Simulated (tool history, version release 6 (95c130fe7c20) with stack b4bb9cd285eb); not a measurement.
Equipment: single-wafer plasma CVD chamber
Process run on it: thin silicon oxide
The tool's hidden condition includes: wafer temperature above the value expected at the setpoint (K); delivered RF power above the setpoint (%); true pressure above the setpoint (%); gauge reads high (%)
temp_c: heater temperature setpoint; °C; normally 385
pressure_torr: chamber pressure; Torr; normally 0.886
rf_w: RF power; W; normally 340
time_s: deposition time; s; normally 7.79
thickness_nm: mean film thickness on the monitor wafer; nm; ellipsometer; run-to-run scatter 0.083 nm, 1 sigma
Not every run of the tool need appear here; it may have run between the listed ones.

run	day	temp_c	pressure_torr	rf_w	time_s	wafers since the last listed run	hours since the last thermocouple change	hours since the last RF generator calibration	hours since the last manometer calibration	hours since the showerhead was replaced	hours since the gauge calibration	read-back reference wafer on the same gauge, thickness_nm	thickness_nm
1	0.000	385	0.886	340	7.79	0	1724.2	1722.2	1327.6	1647.5	424.5	21.009	19.366
2	6.938	385	0.886	340	7.79	5610	1890.7	1888.7	1494.1	1814.0	591.0	21.006	19.275
3	11.325	385	0.886	340	7.79	3548	1996.0	1994.0	1599.4	1919.3	696.3	20.989	19.339
4	13.912	385	0.886	340	7.79	2092	2058.1	2056.1	1661.5	1981.4	758.4	21.005	19.247
5	16.129	385	0.795	340	7.79	1792	2111.3	2109.3	1714.7	2034.6	811.6	20.991	18.087
6	18.071	385	0.795	340	7.79	1570	2157.9	2155.9	1761.3	2081.2	858.2	21.011	18.072
7	19.767	385	0.886	340	7.79	1371	2198.6	2196.6	1802.0	2121.9	898.9	20.979	19.406
8	22.117	385	0.886	340	7.79	1900	2255.0	2253.0	1858.4	2178.3	955.3	21.015	19.409
9	24.283	385	0.886	340	7.79	1752	2307.0	2305.0	1910.4	2230.3	1007.3	21.005	19.430
# day 26.262: RF generator calibrated
10	26.454	385	0.784	340	7.79	1486	2359.1	4.6	1962.5	2282.4	1059.4	21.007	18.155
# day 26.721: gauge calibrated
11	29.304	385	0.784	340	7.79	2304	2427.5	73.0	2030.9	2350.8	62.0	21.017	18.138
12	32.354	385	0.784	340	7.79	2466	2500.7	146.2	2104.1	2424.0	135.2	21.001	18.196
13	35.154	391	0.720	380	7.79	2264	2567.9	213.4	2171.3	2491.2	202.4	21.015	18.192
# day 40.867: thermocouple changed; heater temperature recalibrated
14	41.946	371	0.886	340	6.86	5223	25.9	376.4	2334.3	2654.2	365.4	20.982	17.299
15	44.429	377	0.788	275	7.22	2008	85.5	436.0	2393.9	2713.8	425.0	21.008	14.824
16	46.067	385	0.886	340	7.79	1324	124.8	475.3	2433.2	2753.1	464.3	20.976	19.675
17	49.200	385	0.886	340	8.86	2534	200.0	550.5	2508.4	2828.3	539.5	21.038	22.267
# day 50.054: capacitance manometer re-zeroed and calibrated
18	50.704	385	0.795	340	7.79	946	236.1	586.6	15.6	2864.4	575.6	20.996	18.245
19	53.212	385	0.886	340	7.79	2028	296.3	646.8	75.8	2924.6	635.8	21.011	19.495
# day 54.525: showerhead replaced
20	56.329	385	0.886	340	7.79	2251	371.1	721.6	150.6	43.3	710.6	20.985	19.632
21	60.025	393	0.886	340	8.24	2989	459.8	810.3	239.3	132.0	799.3	20.996	20.673
22	62.750	377	0.886	295	7.79	2203	525.2	875.7	304.7	197.4	864.7	20.984	17.913
23	66.175	397	1.085	340	7.79	2770	607.4	957.9	386.9	279.6	946.9	21.014	21.858
24	69.362	397	0.809	340	7.79	2577	683.9	1034.4	463.4	356.1	1023.4	20.982	18.394
# day 70.742: gauge calibrated
25	73.779	372	0.886	285	9.27	3572	789.9	1140.4	569.4	462.1	72.9	20.991	20.995
26	77.425	395	0.950	340	7.79	2948	877.4	1227.9	656.9	549.6	160.4	21.041	20.198
27	81.917	385	0.886	340	7.79	3632	985.2	1335.7	764.7	657.4	268.2	20.985	19.360
28	91.308	372	0.993	305	9.05	7595	1210.6	1561.1	990.1	882.8	493.6	21.028	22.960

Here are 4 independent what-if runs from the current tool condition. What would each one return?
A	91.325	385	0.886	340	7.79	13	1211.0	1561.5	990.5	883.2	494.0	?	?
B	91.325	385	0.886	315	6.95	13	1211.0	1561.5	990.5	883.2	494.0	?	?
C	91.325	376	0.886	385	7.79	13	1211.0	1561.5	990.5	883.2	494.0	?	?
D	91.325	385	0.975	365	7.79	13	1211.0	1561.5	990.5	883.2	494.0	?	?

run	read-back reference wafer on the same gauge, thickness_nm	thickness_nm
A	20.992	19.436
B	20.992	16.605
C	20.992	20.840
D	20.992	21.451
Had the tool no hidden state, the same runs would have come out as:
run	thickness_nm
A	19.684
B	16.827
C	21.081
D	21.699
